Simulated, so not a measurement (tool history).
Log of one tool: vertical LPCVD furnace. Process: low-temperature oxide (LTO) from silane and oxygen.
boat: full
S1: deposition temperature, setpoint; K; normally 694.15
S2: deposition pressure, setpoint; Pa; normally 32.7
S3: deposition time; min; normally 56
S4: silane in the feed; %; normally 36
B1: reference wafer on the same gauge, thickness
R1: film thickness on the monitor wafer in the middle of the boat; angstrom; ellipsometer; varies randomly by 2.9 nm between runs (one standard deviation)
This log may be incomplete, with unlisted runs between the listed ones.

run	hour	S1	S2	S3	S4	B1	R1
1	0	694.15	32.7	65.5	36	748.78	7746
2	60.3	694.15	32.7	65.5	36	748.42	7677.4
3	380.1	694.15	32.7	56	36	747.27	6599
4	432.1	694.15	32.7	56	36	747.05	6629.8
5	527.9	694.15	32.7	56	36	746.34	6665.1
6	577.1	694.15	32.7	56	40	745.75	7491.7
7	619.8	694.15	36	56	36	745.15	7305.6
8	723.3	697.15	32.7	78	36	744.94	9413.8
# hour 834.7: gauge calibrated
9	891.8	682.15	40	68.5	41	767.81	10520.4
10	968.4	694.15	32.7	56	31	767.04	5610.1
11	1060.2	700.15	36	66	42	766.9	11104.6
12	1161.1	694.15	32.7	56	36	766.05	6790.9
13	1209.9	694.15	32.7	56	36	766.28	6732.2
14	1311.8	698.15	30	56	31	766.1	5342.6
15	1410	694.15	32.7	63.5	36	764.88	7733
16	1513.6	704.15	36	56	36	763.93	8279.1
17	1550.2	694.15	25.3	56	39	764.49	5739.2
# hour 1577.5: silane flow controller replaced
# hour 1650.5: thermocouples replaced and temperature profile calibrated
18	1793.6	694.15	32.7	56	36	762.31	6732.8
# hour 1857.6: pressure gauge zeroed
19	1914.5	694.15	38	56	34	762.62	7266.3
20	2008.7	690.15	36.7	56	39	762.06	8052.6
21	2050.6	694.15	32.7	56	36	761.45	6703.6
22	2146.6	689.15	32.7	56	36	760.98	6363
23	2215.1	694.15	36.7	56	43	760.36	9307.6
24	2252.2	694.15	32.7	56	30	761.14	5297.3
25	2341	694.15	32.7	73	38	760.38	9357.5
26	2486.2	690.15	39.3	71.5	41	759.09	11475.9

What does the tool deliver on the next run?
27	2565.3	703.15	27.3	75	34	?	?

Run 27 gave B1 759.15, R1 7651.9 angstrom.
With no hidden state in the tool, this same run would have given R1 7725.6 angstrom.
